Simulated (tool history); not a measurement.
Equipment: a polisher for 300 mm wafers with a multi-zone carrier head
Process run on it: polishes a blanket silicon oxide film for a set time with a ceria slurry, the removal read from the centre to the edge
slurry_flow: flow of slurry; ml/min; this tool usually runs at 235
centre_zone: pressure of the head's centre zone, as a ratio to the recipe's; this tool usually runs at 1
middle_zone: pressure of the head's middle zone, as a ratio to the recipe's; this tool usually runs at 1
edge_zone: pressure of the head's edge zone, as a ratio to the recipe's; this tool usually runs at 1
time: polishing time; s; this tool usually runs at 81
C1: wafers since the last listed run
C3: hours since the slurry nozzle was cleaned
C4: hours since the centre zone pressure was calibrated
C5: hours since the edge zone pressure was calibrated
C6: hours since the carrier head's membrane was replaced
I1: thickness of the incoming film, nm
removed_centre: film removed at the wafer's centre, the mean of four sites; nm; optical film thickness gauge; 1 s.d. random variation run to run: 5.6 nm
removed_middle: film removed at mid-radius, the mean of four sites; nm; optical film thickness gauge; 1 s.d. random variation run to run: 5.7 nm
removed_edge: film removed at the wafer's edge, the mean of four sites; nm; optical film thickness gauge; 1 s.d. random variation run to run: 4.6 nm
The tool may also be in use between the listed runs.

run 1 hour=0 | slurry_flow=235 centre_zone=1 middle_zone=1 edge_zone=1 time=81 | C1=0 wafers_polished_on_this_pad=5 C3=436.2 C4=455.8 C5=445.8 C6=887 | I1=1213.9 | removed_centre=397 removed_middle=417.7 removed_edge=409.1
run 2 hour=26.5 | slurry_flow=235 centre_zone=1 middle_zone=1 edge_zone=1 time=81 | C1=300 wafers_polished_on_this_pad=306 C3=462.7 C4=482.3 C5=472.3 C6=913.5 | I1=1191.3 | removed_centre=389.3 removed_middle=411 removed_edge=404.2
run 3 hour=42.6 | slurry_flow=235 centre_zone=1 middle_zone=1 edge_zone=1 time=98 | C1=182 wafers_polished_on_this_pad=488 C3=478.8 C4=498.4 C5=488.4 C6=929.6 | I1=1190.3 | removed_centre=484.1 removed_middle=498.9 removed_edge=492.1
run 4 hour=76.4 | slurry_flow=235 centre_zone=1 middle_zone=1 edge_zone=1 time=81 | C1=383 wafers_polished_on_this_pad=872 C3=512.6 C4=532.2 C5=522.2 C6=963.4 | I1=1174.2 | removed_centre=390.6 removed_middle=392.1 removed_edge=397.7
-- hour=110.2 worn pad replaced by a new one
run 5 hour=110.7 | slurry_flow=235 centre_zone=1 middle_zone=1 edge_zone=1 time=81 | C1=343 wafers_polished_on_this_pad=6 C3=546.9 C4=566.5 C5=556.5 C6=997.7 | I1=1209.2 | removed_centre=393 removed_middle=405.9 removed_edge=400.4
-- hour=114.5 slurry nozzle cleaned
run 6 hour=142.7 | slurry_flow=235 centre_zone=1 middle_zone=1 edge_zone=1 time=81 | C1=351 wafers_polished_on_this_pad=357 C3=28.2 C4=598.5 C5=588.5 C6=1029.7 | I1=1175 | removed_centre=428.5 removed_middle=423.5 removed_edge=430.7
run 7 hour=156.5 | slurry_flow=190 centre_zone=1 middle_zone=1 edge_zone=1 time=81 | C1=156 wafers_polished_on_this_pad=514 C3=42 C4=612.3 C5=602.3 C6=1043.5 | I1=1177.2 | removed_centre=407.7 removed_middle=420.9 removed_edge=414.2
run 8 hour=173.4 | slurry_flow=195 centre_zone=1 middle_zone=1 edge_zone=1 time=100 | C1=191 wafers_polished_on_this_pad=706 C3=58.9 C4=629.2 C5=619.2 C6=1060.4 | I1=1168.1 | removed_centre=494.5 removed_middle=520.6 removed_edge=514
-- hour=210.2 worn pad replaced by a new one
run 9 hour=210.7 | slurry_flow=195 centre_zone=1 middle_zone=1 edge_zone=1 time=100 | C1=377 wafers_polished_on_this_pad=5 C3=96.2 C4=666.5 C5=656.5 C6=1097.7 | I1=1190 | removed_centre=498.5 removed_middle=505.9 removed_edge=508.1
-- hour=222.2 centre zone pressure recalibrated
run 10 hour=228.3 | slurry_flow=235 centre_zone=1 middle_zone=1 edge_zone=1 time=81 | C1=177 wafers_polished_on_this_pad=182 C3=113.8 C4=6.1 C5=674.1 C6=1115.3 | I1=1202.9 | removed_centre=431.6 removed_middle=430.8 removed_edge=430.1
run 11 hour=253.6 | slurry_flow=200 centre_zone=0.91 middle_zone=0.93 edge_zone=1 time=81 | C1=287 wafers_polished_on_this_pad=469 C3=139.1 C4=31.4 C5=699.4 C6=1140.6 | I1=1194.2 | removed_centre=378.8 removed_middle=398.8 removed_edge=410.9
run 12 hour=278.9 | slurry_flow=235 centre_zone=1 middle_zone=1.11 edge_zone=1 time=106 | C1=287 wafers_polished_on_this_pad=756 C3=164.4 C4=56.7 C5=724.7 C6=1165.9 | I1=1207.4 | removed_centre=559.1 removed_middle=595.9 removed_edge=544.7
-- hour=298.3 carrier head's membrane replaced by a new one
run 13 hour=308.4 | slurry_flow=235 centre_zone=1.05 middle_zone=1.1 edge_zone=1 time=81 | C1=278 wafers_polished_on_this_pad=1034 C3=193.9 C4=86.2 C5=754.2 C6=10.1 | I1=1197.4 | removed_centre=433 removed_middle=449.6 removed_edge=414.4
-- hour=329.2 edge zone pressure recalibrated
-- hour=331.8 worn pad replaced by a new one
run 14 hour=332.3 | slurry_flow=235 centre_zone=1 middle_zone=1 edge_zone=1 time=81 | C1=218 wafers_polished_on_this_pad=5 C3=217.8 C4=110.1 C5=3.1 C6=34 | I1=1171.8 | removed_centre=413.4 removed_middle=430.5 removed_edge=414.3
run 15 hour=343.4 | slurry_flow=235 centre_zone=1.03 middle_zone=1 edge_zone=1 time=56 | C1=125 wafers_polished_on_this_pad=131 C3=228.9 C4=121.2 C5=14.2 C6=45.1 | I1=1202.6 | removed_centre=298.1 removed_middle=295.5 removed_edge=290.5
run 16 hour=377.6 | slurry_flow=235 centre_zone=1.1 middle_zone=1 edge_zone=1 time=73 | C1=388 wafers_polished_on_this_pad=519 C3=263.1 C4=155.4 C5=48.4 C6=79.3 | I1=1201.5 | removed_centre=411 removed_middle=381 removed_edge=368.7
run 17 hour=396.2 | slurry_flow=235 centre_zone=1.09 middle_zone=1 edge_zone=1 time=81 | C1=211 wafers_polished_on_this_pad=730 C3=281.7 C4=174 C5=67 C6=97.9 | I1=1189.4 | removed_centre=441.6 removed_middle=423 removed_edge=414.1
run 18 hour=414.6 | slurry_flow=235 centre_zone=1 middle_zone=1 edge_zone=1 time=81 | C1=208 wafers_polished_on_this_pad=939 C3=300.1 C4=192.4 C5=85.4 C6=116.3 | I1=1190.2 | removed_centre=409.1 removed_middle=414.4 removed_edge=410.7
-- hour=429.4 worn pad replaced by a new one
run 19 hour=429.9 | slurry_flow=185 centre_zone=1 middle_zone=1 edge_zone=0.89 time=81 | C1=128 wafers_polished_on_this_pad=5 C3=315.4 C4=207.7 C5=100.7 C6=131.6 | I1=1194 | removed_centre=390 removed_middle=403.6 removed_edge=371.3
run 20 hour=445.5 | slurry_flow=235 centre_zone=1.1 middle_zone=1 edge_zone=1 time=81 | C1=177 wafers_polished_on_this_pad=182 C3=331 C4=223.3 C5=116.3 C6=147.2 | I1=1201.3 | removed_centre=448.1 removed_middle=416.6 removed_edge=415.4
run 21 hour=462.4 | slurry_flow=235 centre_zone=1 middle_zone=1 edge_zone=0.96 time=81 | C1=191 wafers_polished_on_this_pad=373 C3=347.9 C4=240.2 C5=133.2 C6=164.1 | I1=1199.8 | removed_centre=414.8 removed_middle=408.7 removed_edge=400.8
run 22 hour=483.6 | slurry_flow=235 centre_zone=1 middle_zone=1 edge_zone=1 time=81 | C1=240 wafers_polished_on_this_pad=614 C3=369.1 C4=261.4 C5=154.4 C6=185.3 | I1=1197.5 | removed_centre=403.3 removed_middle=413.1 removed_edge=413.5

Exercise: give the hidden state of the tool at every run:
removal rate lost through wear of the pad, %: 0 on each run
deviation of the centre zone's pressure from its setpoint, %: 0 on each run
deviation of the edge zone's pressure from its setpoint, %: 0 on each run
H1: slurry flow missing at the pad, %
run=1 H1=29.8
run=2 H1=31.6
run=3 H1=32.7
run=4 H1=35
run=5 H1=37.3
run=6 H1=2.71
run=7 H1=3.64
run=8 H1=4.77
run=9 H1=7.28
run=10 H1=8.46
run=11 H1=10.2
run=12 H1=11.9
run=13 H1=13.9
run=14 H1=15.5
run=15 H1=16.2
run=16 H1=18.5
run=17 H1=19.8
run=18 H1=21
run=19 H1=22
run=20 H1=23.1
run=21 H1=24.2
run=22 H1=25.6
